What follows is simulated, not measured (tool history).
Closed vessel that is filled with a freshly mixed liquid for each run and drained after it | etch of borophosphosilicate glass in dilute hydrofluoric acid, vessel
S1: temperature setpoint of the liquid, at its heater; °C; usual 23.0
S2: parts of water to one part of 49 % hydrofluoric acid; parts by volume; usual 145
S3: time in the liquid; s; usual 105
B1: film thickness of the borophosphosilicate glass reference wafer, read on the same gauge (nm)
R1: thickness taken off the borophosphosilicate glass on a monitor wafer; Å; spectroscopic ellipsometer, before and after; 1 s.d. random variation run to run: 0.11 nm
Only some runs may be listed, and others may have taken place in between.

| run | day | S1 | S2 | S3 | B1 | R1 |
|---|---|---|---|---|---|---|
| 1 | 0.000 | 23.0 | 145 | 105 | 49.98 | 166.4 |
| 2 | 2.633 | 20.0 | 145 | 105 | 50.03 | 149.5 |
| 3 | 3.979 | 26.0 | 145 | 105 | 50.02 | 185.6 |
| 4 | 5.929 | 26.0 | 145 | 105 | 50.00 | 185.3 |
| 5 | 8.388 | 26.0 | 145 | 105 | 50.01 | 182.4 |
| 6 | 9.925 | 23.0 | 145 | 105 | 49.99 | 164.0 |
| 7 | 11.412 | 23.0 | 145 | 105 | 50.00 | 163.5 |
| 8 | 12.417 | 23.0 | 145 | 125 | 50.02 | 193.5 |
| 9 | 15.250 | 23.0 | 145 | 125 | 49.97 | 191.3 |
| 10 | 18.817 | 23.0 | 145 | 105 | 50.02 | 160.6 |
|  | 19.325 | thermometer replaced |
| 11 | 20.188 | 23.0 | 145 | 105 | 50.03 | 164.5 |
|  | 21.425 | gauge calibrated |
| 12 | 21.962 | 23.0 | 145 | 105 | 49.98 | 163.4 |
| 13 | 24.183 | 23.0 | 145 | 105 | 50.00 | 162.1 |
| 14 | 25.675 | 23.0 | 145 | 105 | 50.03 | 161.4 |
| 15 | 33.338 | 23.0 | 145 | 105 | 50.02 | 158.4 |
| 16 | 35.762 | 23.0 | 145 | 105 | 49.98 | 156.4 |
| 17 | 38.521 | 26.0 | 175 | 65 | 49.98 | 86.6 |
| 18 | 40.700 | 23.0 | 145 | 105 | 50.05 | 154.5 |
|  | 42.767 | hydrofluoric acid flow meter replaced |
| 19 | 43.483 | 23.0 | 105 | 105 | 50.01 | 234.2 |
| 20 | 45.075 | 23.0 | 80 | 105 | 49.96 | 313.5 |
|  | 46.742 | thermometer replaced |
| 21 | 46.758 | 27.0 | 210 | 130 | 49.99 | 158.5 |
| 22 | 48.042 | 19.0 | 145 | 60 | 50.01 | 83.6 |
| 23 | 49.196 | 26.0 | 190 | 55 | 50.04 | 73.0 |
| 24 | 51.033 | 19.5 | 170 | 75 | 49.99 | 89.0 |
| 25 | 53.712 | 26.0 | 165 | 70 | 49.99 | 108.7 |
| 26 | 55.050 | 20.0 | 200 | 105 | 49.97 | 103.8 |
| 27 | 57.708 | 23.0 | 145 | 105 | 50.03 | 166.8 |

Branching from run 27: 3 alternative next runs. What would each branch give?
| A | 57.738 | 23.0 | 145 | 105 | ? | ? |
| B | 57.738 | 25.0 | 195 | 105 | ? | ? |
| C | 57.738 | 19.0 | 145 | 105 | ? | ? |

| run | B1 | R1 |
|---|---|---|
| A | 50.00 | 165.9 |
| B | 50.00 | 125.8 |
| C | 50.00 | 141.5 |
With no hidden state in the tool, these same runs would have given:
| run | R1 |
|---|---|
| A | 173.9 |
| B | 131.9 |
| C | 148.5 |
